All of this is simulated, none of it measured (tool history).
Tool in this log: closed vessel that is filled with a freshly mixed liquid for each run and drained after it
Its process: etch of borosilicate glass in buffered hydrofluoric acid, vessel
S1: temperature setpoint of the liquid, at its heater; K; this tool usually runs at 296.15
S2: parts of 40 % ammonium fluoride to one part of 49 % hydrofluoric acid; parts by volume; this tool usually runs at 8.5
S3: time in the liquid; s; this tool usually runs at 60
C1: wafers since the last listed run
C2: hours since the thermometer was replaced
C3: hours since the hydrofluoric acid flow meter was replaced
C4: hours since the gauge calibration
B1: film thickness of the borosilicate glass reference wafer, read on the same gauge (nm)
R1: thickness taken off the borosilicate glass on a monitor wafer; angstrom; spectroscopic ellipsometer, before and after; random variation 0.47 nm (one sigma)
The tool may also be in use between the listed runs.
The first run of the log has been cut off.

run    hour      S1    S2  S3     C1      C2      C3      C4      B1      R1
  2    67.9  295.15  11.0  60   4491  1701.6   717.7  3606.7  119.98   583.7
  3   149.9  295.15  11.0  60   5424  1783.6   799.7  3688.7  120.05   587.8
  4   209.8  296.15   8.5  60   3962  1843.5   859.6  3748.6  119.98   769.1
      336.9  -- gauge calibrated
  5   368.9  296.15   8.5  60  10524  2002.6  1018.7    32.0  120.00   765.2
  6   447.8  296.15   8.5  60   5219  2081.5  1097.6   110.9  119.96   771.9
      532.2  -- hydrofluoric acid flow meter replaced
  7   552.4  296.15   8.5  45   6853  2186.1    20.2   215.5  119.98   591.1
  8   620.2  296.15   8.5  60   4485  2253.9    88.0   283.3  119.98   792.3
  9   664.6  296.15   8.5  60   2937  2298.3   132.4   327.7  120.01   782.4
 10   847.7  296.15   8.5  60  12112  2481.4   315.5   510.8  119.97   783.5
 11   902.2  300.65   8.5  40   3605  2535.9   370.0   565.3  120.01   663.2
 12  1008.9  296.15   8.5  60   7058  2642.6   476.7   672.0  119.99   787.8
 13  1109.8  296.15   8.5  60   6674  2743.5   577.6   772.9  120.02   769.1
     1120.3  -- thermometer replaced
 14  1148.0  292.15   6.5  80   2460    27.7   615.8   811.1  120.00  1103.0
 15  1229.4  298.15   6.0  60   5384   109.1   697.2   892.5  120.00  1216.4
 16  1319.1  300.15   8.5  60   5933   198.8   786.9   982.2  120.01   950.2
 17  1424.6  291.65   8.5  60   6979   304.3   892.4  1087.7  119.99   607.6
 18  1508.6  291.65  10.5  70   5556   388.3   976.4  1171.7  120.03   588.1
 19  1584.1  293.15   8.5  60   4994   463.8  1051.9  1247.2  119.97   643.9
 20  1785.5  293.65   8.5  60  13322   665.2  1253.3  1448.6  119.98   660.1
     1851.1  -- hydrofluoric acid flow meter replaced
 21  1859.5  296.15   8.5  30   4829   739.2     8.4  1522.6  119.97   393.6

Run 22 is up next; what results do you expect?
 22  1932.4  292.15  8.5  75  4822  812.1  81.3  1595.5   ?   ?

B1: 120.00
R1: 792.0 angstrom
Without the tool's hidden state the same run would have given R1 794.5 angstrom.
